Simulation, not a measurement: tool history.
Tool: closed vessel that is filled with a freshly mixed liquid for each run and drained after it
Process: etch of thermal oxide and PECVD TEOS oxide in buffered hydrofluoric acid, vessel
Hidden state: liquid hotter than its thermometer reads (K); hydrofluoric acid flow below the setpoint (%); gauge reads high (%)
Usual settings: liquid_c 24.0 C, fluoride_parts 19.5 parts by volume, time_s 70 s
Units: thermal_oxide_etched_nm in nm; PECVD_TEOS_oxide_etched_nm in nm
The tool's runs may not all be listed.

run	hour	liquid_c	fluoride_parts	time_s	wafers since the last listed run	hours since the thermometer was replaced	hours since the hydrofluoric acid flow meter was replaced	hours since the gauge calibration	read-back film thickness of the thermal oxide reference wafer, read on the same gauge (nm)	read-back film thickness of the PECVD TEOS oxide reference wafer, read on the same gauge (nm)	thermal_oxide_etched_nm	PECVD_TEOS_oxide_etched_nm
1	0.0	24.0	19.5	70	0	1702.4	461.8	985.3	30.03	70.00	42.21	42.52
2	54.8	24.0	19.5	70	6549	1757.2	516.6	1040.1	29.98	70.00	41.94	42.77
3	140.8	24.0	19.5	70	10278	1843.2	602.6	1126.1	29.98	69.99	41.97	42.32
# hour 161.4: hydrofluoric acid flow meter replaced
4	199.7	24.0	19.5	70	6919	1902.1	38.3	1185.0	30.03	70.01	43.54	44.06
5	257.4	26.5	19.5	70	6896	1959.8	96.0	1242.7	29.99	70.02	49.60	50.58
# hour 313.9: thermometer replaced
6	329.5	26.5	19.5	70	8497	15.6	168.1	1314.8	30.00	70.01	47.53	48.12
7	412.6	26.5	19.5	70	9931	98.7	251.2	1397.9	29.97	70.01	47.19	48.11
8	514.5	24.0	19.5	70	12178	200.6	353.1	1499.8	30.01	70.00	41.28	41.48
9	586.0	24.0	12.5	105	8545	272.1	424.6	1571.3	30.04	69.98	95.63	96.26
10	653.9	28.5	23.0	100	8115	340.0	492.5	1639.2	30.05	70.00	66.75	67.51
11	735.3	24.0	14.0	70	9728	421.4	573.9	1720.6	29.95	70.00	56.72	57.11
12	801.4	26.0	22.5	70	7899	487.5	640.0	1786.7	30.02	69.99	41.21	41.91
# hour 866.1: gauge calibrated
13	870.2	24.0	23.5	55	8222	556.3	708.8	4.1	30.05	70.01	28.27	28.64
# hour 873.8: hydrofluoric acid flow meter replaced
14	943.5	19.0	14.0	100	8640	629.6	69.7	77.4	30.01	70.01	63.12	63.96
15	984.7	20.5	19.5	70	4924	670.8	110.9	118.6	30.00	70.00	34.74	35.15
16	1056.8	24.0	19.5	70	8617	742.9	183.0	190.7	30.00	69.99	41.89	42.43
17	1180.7	24.0	19.5	70	14808	866.8	306.9	314.6	30.04	69.99	41.79	42.27
18	1264.9	20.0	19.5	80	10063	951.0	391.1	398.8	29.99	69.99	38.04	38.65
19	1334.7	21.5	14.0	85	8342	1020.8	460.9	468.6	29.99	69.98	60.61	61.64
20	1416.4	27.0	23.5	40	9764	1102.5	542.6	550.3	29.99	69.99	24.50	24.66
21	1518.3	21.5	19.5	85	12178	1204.4	644.5	652.2	29.99	69.98	43.81	44.39
# hour 1562.6: hydrofluoric acid flow meter replaced
22	1778.1	24.0	19.5	70	30930	1464.2	215.5	912.0	30.01	70.00	42.50	43.10
23	1825.1	24.0	25.5	35	5617	1511.2	262.5	959.0	30.05	70.03	17.56	17.89
24	1887.8	22.0	26.0	100	7493	1573.9	325.2	1021.7	29.98	69.99	44.58	45.12
25	1966.5	20.5	19.5	90	9405	1652.6	403.9	1100.4	29.98	70.01	44.75	45.21
# hour 2007.2: thermometer replaced
26	2061.6	24.0	19.5	70	11246	54.4	499.0	1195.5	30.01	69.98	40.95	41.28

The next listed run, before its measurement:
27	2158.4	26.0	25.5	100	11569	151.2	595.8	1292.3	?	?	?	?

read-back film thickness of the thermal oxide reference wafer, read on the same gauge (nm): 30.03
read-back film thickness of the PECVD TEOS oxide reference wafer, read on the same gauge (nm): 69.99
thermal_oxide_etched_nm: 53.34 nm
PECVD_TEOS_oxide_etched_nm: 54.78 nm
Without the tool's hidden state the same run would have given thermal_oxide_etched_nm 54.43 nm, PECVD_TEOS_oxide_etched_nm 55.90 nm.

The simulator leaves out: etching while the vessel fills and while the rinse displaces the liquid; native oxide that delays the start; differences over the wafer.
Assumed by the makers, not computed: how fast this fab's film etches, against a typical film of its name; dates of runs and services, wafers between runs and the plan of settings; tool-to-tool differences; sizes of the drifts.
